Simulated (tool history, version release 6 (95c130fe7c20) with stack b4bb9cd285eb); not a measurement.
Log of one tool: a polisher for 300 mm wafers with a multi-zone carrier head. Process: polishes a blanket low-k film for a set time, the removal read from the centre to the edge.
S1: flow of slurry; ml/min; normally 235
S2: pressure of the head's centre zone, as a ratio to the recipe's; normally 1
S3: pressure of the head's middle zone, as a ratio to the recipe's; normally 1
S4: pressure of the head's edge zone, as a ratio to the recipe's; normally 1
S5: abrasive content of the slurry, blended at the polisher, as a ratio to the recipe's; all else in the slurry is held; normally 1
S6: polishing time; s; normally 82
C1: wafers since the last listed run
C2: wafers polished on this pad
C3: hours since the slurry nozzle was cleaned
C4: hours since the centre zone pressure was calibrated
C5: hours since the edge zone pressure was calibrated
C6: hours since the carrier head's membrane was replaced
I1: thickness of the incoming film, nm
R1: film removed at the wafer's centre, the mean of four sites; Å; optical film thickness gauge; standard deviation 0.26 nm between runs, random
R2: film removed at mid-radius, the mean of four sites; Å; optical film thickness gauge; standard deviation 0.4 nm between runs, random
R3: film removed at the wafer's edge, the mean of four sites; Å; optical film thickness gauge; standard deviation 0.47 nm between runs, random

| run | day | S1 | S2 | S3 | S4 | S5 | S6 | C1 | C2 | C3 | C4 | C5 | C6 | I1 | R1 | R2 | R3 |
|---|---|---|---|---|---|---|---|---|---|---|---|---|---|---|---|---|---|
| 1 | 0 | 235 | 1 | 1 | 1 | 1 | 82 | 0 | 232 | 63.6 | 409.7 | 1447.4 | 1277.4 | 502.5 | 331 | 359 | 352 |
| 2 | 0.279 | 235 | 1 | 1 | 1 | 1 | 82 | 45 | 278 | 70.3 | 416.4 | 1454.1 | 1284.1 | 500 | 332 | 369 | 351 |
| 3 | 0.883 | 235 | 1 | 1 | 1 | 1 | 82 | 99 | 377 | 84.8 | 430.9 | 1468.6 | 1298.6 | 499.9 | 330 | 365 | 352 |
| 4 | 1.229 | 235 | 1 | 1 | 1 | 1 | 82 | 56 | 433 | 93.1 | 439.2 | 1476.9 | 1306.9 | 506 | 327 | 356 | 353 |
| 5 | 1.962 | 235 | 1 | 1 | 1 | 1 | 82 | 120 | 554 | 110.7 | 456.8 | 1494.5 | 1324.5 | 507 | 327 | 357 | 349 |
| 6 | 2.679 | 235 | 1 | 1 | 1 | 1 | 105 | 117 | 672 | 127.9 | 474 | 1511.7 | 1341.7 | 504.3 | 415 | 452 | 454 |
| 7 | 3.175 | 235 | 1 | 1 | 1 | 1 | 105 | 81 | 753 | 139.8 | 485.9 | 1523.6 | 1353.6 | 502.1 | 415 | 465 | 447 |
|  | 3.612 | centre zone pressure recalibrated |
|  | 3.642 | worn pad replaced by a new one, of another model than before |
| 8 | 3.662 | 235 | 1 | 1 | 1 | 1 | 105 | 61 | 3 | 151.5 | 1.2 | 1535.3 | 1365.3 | 502.6 | 459 | 460 | 451 |
| 9 | 4.167 | 235 | 1 | 1 | 1 | 1 | 82 | 82 | 86 | 163.6 | 13.3 | 1547.4 | 1377.4 | 494.5 | 359 | 359 | 353 |
| 10 | 4.875 | 235 | 1 | 1 | 1 | 1 | 105 | 116 | 202 | 180.6 | 30.3 | 1564.4 | 1394.4 | 496.7 | 464 | 463 | 451 |
| 11 | 5.554 | 235 | 1 | 1 | 1 | 0.85 | 82 | 111 | 313 | 196.9 | 46.6 | 1580.7 | 1410.7 | 499.1 | 336 | 346 | 337 |
|  | 6.058 | edge zone pressure recalibrated |
| 12 | 6.108 | 235 | 1 | 1 | 1 | 1 | 82 | 77 | 391 | 210.2 | 59.9 | 1.2 | 1424 | 496.1 | 355 | 358 | 351 |
| 13 | 6.729 | 200 | 1.08 | 1 | 1 | 1 | 99 | 101 | 493 | 225.1 | 74.8 | 16.1 | 1438.9 | 501 | 453 | 419 | 409 |
|  | 7.25 | carrier head's membrane replaced by a new one |
| 14 | 7.271 | 235 | 1 | 1 | 1 | 1 | 82 | 54 | 547 | 238.1 | 87.8 | 29.1 | 0.5 | 505.3 | 353 | 363 | 352 |
|  | 7.529 | slurry nozzle cleaned |
| 15 | 7.55 | 235 | 1 | 1 | 1 | 1 | 82 | 38 | 586 | 0.5 | 94.5 | 35.8 | 7.2 | 495.6 | 351 | 363 | 350 |
| 16 | 8.258 | 235 | 0.93 | 1 | 1 | 1.2 | 82 | 116 | 703 | 17.5 | 111.5 | 52.8 | 24.2 | 501.1 | 343 | 375 | 373 |
|  | 8.604 | worn pad replaced by a new one |
| 17 | 8.625 | 235 | 1 | 1.09 | 0.96 | 1 | 82 | 32 | 3 | 26.3 | 120.3 | 61.6 | 33 | 508.5 | 347 | 375 | 340 |
| 18 | 9.217 | 235 | 1.06 | 1 | 1.11 | 0.75 | 70 | 97 | 100 | 40.5 | 134.5 | 75.8 | 47.2 | 504.1 | 289 | 280 | 284 |
| 19 | 9.838 | 310 | 1 | 1 | 0.93 | 1.25 | 96 | 101 | 202 | 55.4 | 149.4 | 90.7 | 62.1 | 496.3 | 458 | 462 | 445 |
| 20 | 10.158 | 235 | 1 | 1 | 1.08 | 1 | 82 | 52 | 255 | 63.1 | 157.1 | 98.4 | 69.8 | 494.4 | 341 | 360 | 359 |
| 21 | 10.6 | 235 | 1 | 0.95 | 0.89 | 1 | 82 | 72 | 327 | 73.7 | 167.7 | 109 | 80.4 | 500.2 | 342 | 345 | 338 |

What the log doesn't show, run by run:
removal rate lost through wear of the pad, %: 0 on each run
slurry flow missing at the pad, %: 0 on each run
deviation of the edge zone's pressure from its setpoint, %: 0 on each run
H1: deviation of the centre zone's pressure from its setpoint, %
| run | H1 |
|---|---|
| 1 | -8.18 |
| 2 | -8.33 |
| 3 | -8.66 |
| 4 | -8.85 |
| 5 | -9.25 |
| 6 | -9.64 |
| 7 | -9.91 |
| 8 | -0.00862 |
| 9 | -0.284 |
| 10 | -0.67 |
| 11 | -1.04 |
| 12 | -1.34 |
| 13 | -1.68 |
| 14 | -1.98 |
| 15 | -2.13 |
| 16 | -2.51 |
| 17 | -2.71 |
| 18 | -3.04 |
| 19 | -3.38 |
| 20 | -3.55 |
| 21 | -3.79 |

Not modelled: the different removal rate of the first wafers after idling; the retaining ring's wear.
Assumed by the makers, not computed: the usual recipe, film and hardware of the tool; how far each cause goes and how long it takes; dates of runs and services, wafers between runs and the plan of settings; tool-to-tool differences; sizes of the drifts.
